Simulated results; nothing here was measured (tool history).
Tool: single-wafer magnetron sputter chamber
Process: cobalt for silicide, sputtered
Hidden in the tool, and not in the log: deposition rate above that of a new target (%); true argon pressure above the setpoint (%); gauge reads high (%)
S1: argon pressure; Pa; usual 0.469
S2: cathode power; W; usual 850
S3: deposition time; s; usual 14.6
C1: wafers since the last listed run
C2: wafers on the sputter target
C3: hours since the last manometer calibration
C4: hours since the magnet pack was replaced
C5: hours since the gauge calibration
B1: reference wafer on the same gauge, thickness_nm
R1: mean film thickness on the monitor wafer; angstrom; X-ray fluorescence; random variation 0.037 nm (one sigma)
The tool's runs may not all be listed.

| run | hour | S1 | S2 | S3 | C1 | C2 | C3 | C4 | C5 | B1 | R1 |
|---|---|---|---|---|---|---|---|---|---|---|---|
| 1 | 0.0 | 0.469 | 850 | 14.6 | 0 | 778 | 1353.2 | 7585.2 | 148.2 | 5.208 | 60.82 |
|  | 23.4 | gauge calibrated |
| 2 | 26.6 | 0.469 | 850 | 13.4 | 724 | 1502 | 1379.8 | 7611.8 | 3.2 | 5.208 | 54.76 |
| 3 | 58.2 | 0.469 | 850 | 13.4 | 860 | 2362 | 1411.4 | 7643.4 | 34.8 | 5.193 | 53.91 |
| 4 | 72.0 | 0.469 | 850 | 13.4 | 375 | 2738 | 1425.2 | 7657.2 | 48.6 | 5.206 | 54.16 |
| 5 | 91.4 | 0.469 | 850 | 13.6 | 528 | 3266 | 1444.6 | 7676.6 | 68.0 | 5.196 | 54.42 |
| 6 | 115.2 | 0.469 | 850 | 14.6 | 648 | 3914 | 1468.4 | 7700.4 | 91.8 | 5.198 | 57.76 |
| 7 | 141.4 | 0.469 | 850 | 14.6 | 713 | 4628 | 1494.6 | 7726.6 | 118.0 | 5.198 | 57.38 |
| 8 | 163.9 | 0.469 | 850 | 14.6 | 612 | 5241 | 1517.1 | 7749.1 | 140.5 | 5.196 | 58.31 |
|  | 190.6 | gauge calibrated |
|  | 196.5 | sputter target and shields replaced |
| 9 | 197.0 | 0.469 | 850 | 14.6 | 683 | 13 | 1550.2 | 7782.2 | 6.4 | 5.205 | 61.84 |
| 10 | 214.7 | 0.608 | 1050 | 13.6 | 481 | 495 | 1567.9 | 7799.9 | 24.1 | 5.186 | 65.21 |
|  | 227.1 | magnet pack replaced, of another model than before |
| 11 | 234.3 | 0.469 | 850 | 14.6 | 315 | 811 | 1587.5 | 7.2 | 43.7 | 5.189 | 60.06 |
| 12 | 254.9 | 0.469 | 900 | 12.7 | 560 | 1372 | 1608.1 | 27.8 | 64.3 | 5.205 | 54.28 |
| 13 | 276.2 | 0.469 | 750 | 12.7 | 579 | 1952 | 1629.4 | 49.1 | 85.6 | 5.209 | 46.55 |
|  | 287.3 | capacitance manometer re-zeroed and calibrated |
| 14 | 297.1 | 0.286 | 1050 | 13.6 | 351 | 2303 | 9.8 | 70.0 | 106.5 | 5.200 | 66.32 |

Run 15 comes next. What will it give?
| 15 | 329.1 | 0.469 | 850 | 14.6 | 871 | 3174 | 41.8 | 102.0 | 138.5 | ? | ? |

{"run 15": {"B1": 5.187, "R1": 58.36}}
Without the tool's hidden state the same run would have given R1 62.72 angstrom.
